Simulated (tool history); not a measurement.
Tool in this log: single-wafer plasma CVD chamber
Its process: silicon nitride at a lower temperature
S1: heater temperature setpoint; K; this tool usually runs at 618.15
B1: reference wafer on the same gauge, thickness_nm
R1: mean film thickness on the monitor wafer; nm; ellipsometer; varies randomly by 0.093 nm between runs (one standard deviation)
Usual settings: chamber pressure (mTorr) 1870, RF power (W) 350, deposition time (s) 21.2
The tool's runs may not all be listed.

Run 1, day 0.000: usual settings; B1 31.557. Result: R1 26.597 nm.
Run 2, day 1.417: usual settings; B1 31.562. Result: R1 26.655 nm.
Run 3, day 2.804: usual settings but chamber pressure (mTorr) 2090; B1 31.647. Result: R1 27.229 nm.
Run 4, day 7.179: usual settings but chamber pressure (mTorr) 2090; B1 31.589. Result: R1 27.210 nm.
At day 7.862: thermocouple changed; heater temperature recalibrated.
Run 5, day 8.650: usual settings but chamber pressure (mTorr) 2090; B1 31.591. Result: R1 27.146 nm.
Run 6, day 9.542: usual settings; B1 31.634. Result: R1 26.692 nm.
Run 7, day 10.108: usual settings; B1 31.585. Result: R1 26.458 nm.
Run 8, day 10.933: usual settings but deposition time (s) 19.2; B1 31.623. Result: R1 23.944 nm.
Run 9, day 11.617: usual settings; B1 31.614. Result: R1 26.376 nm.
At day 12.979: capacitance manometer re-zeroed and calibrated.
Run 10, day 13.000: usual settings; B1 31.609. Result: R1 26.420 nm.
At day 15.000: showerhead replaced.
At day 15.638: RF generator calibrated.
Run 11, day 15.658: usual settings but chamber pressure (mTorr) 1750, RF power (W) 405, deposition time (s) 23.2; B1 31.543. Result: R1 34.132 nm.
At day 15.842: gauge calibrated.
Run 12, day 16.162: usual settings but S1 631.15 K; B1 31.562. Result: R1 27.849 nm.
Run 13, day 16.904: usual settings but chamber pressure (mTorr) 1650; B1 31.604. Result: R1 26.899 nm.
Run 14, day 17.542: usual settings but chamber pressure (mTorr) 2070, deposition time (s) 24.2; B1 31.622. Result: R1 32.272 nm.
Run 15, day 18.138: usual settings; B1 31.585. Result: R1 27.689 nm.
Run 16, day 19.262: usual settings but S1 612.15 K; B1 31.577. Result: R1 27.699 nm.
Run 17, day 20.712: usual settings but chamber pressure (mTorr) 1480; B1 31.566. Result: R1 26.001 nm.
Run 18, day 22.133: usual settings but chamber pressure (mTorr) 1530, deposition time (s) 22.5; B1 31.646. Result: R1 27.574 nm.

The next listed run, before its measurement:
Run 19, day 23.033: usual settings but S1 626.15 K, chamber pressure (mTorr) 2180, RF power (W) 370, deposition time (s) 23.5; B1 ?. Result: R1 ?.

{"run 19": {"B1": 31.573, "R1": 33.396}}
The same run, on a tool lacking any hidden state, would have yielded R1 33.918 nm.

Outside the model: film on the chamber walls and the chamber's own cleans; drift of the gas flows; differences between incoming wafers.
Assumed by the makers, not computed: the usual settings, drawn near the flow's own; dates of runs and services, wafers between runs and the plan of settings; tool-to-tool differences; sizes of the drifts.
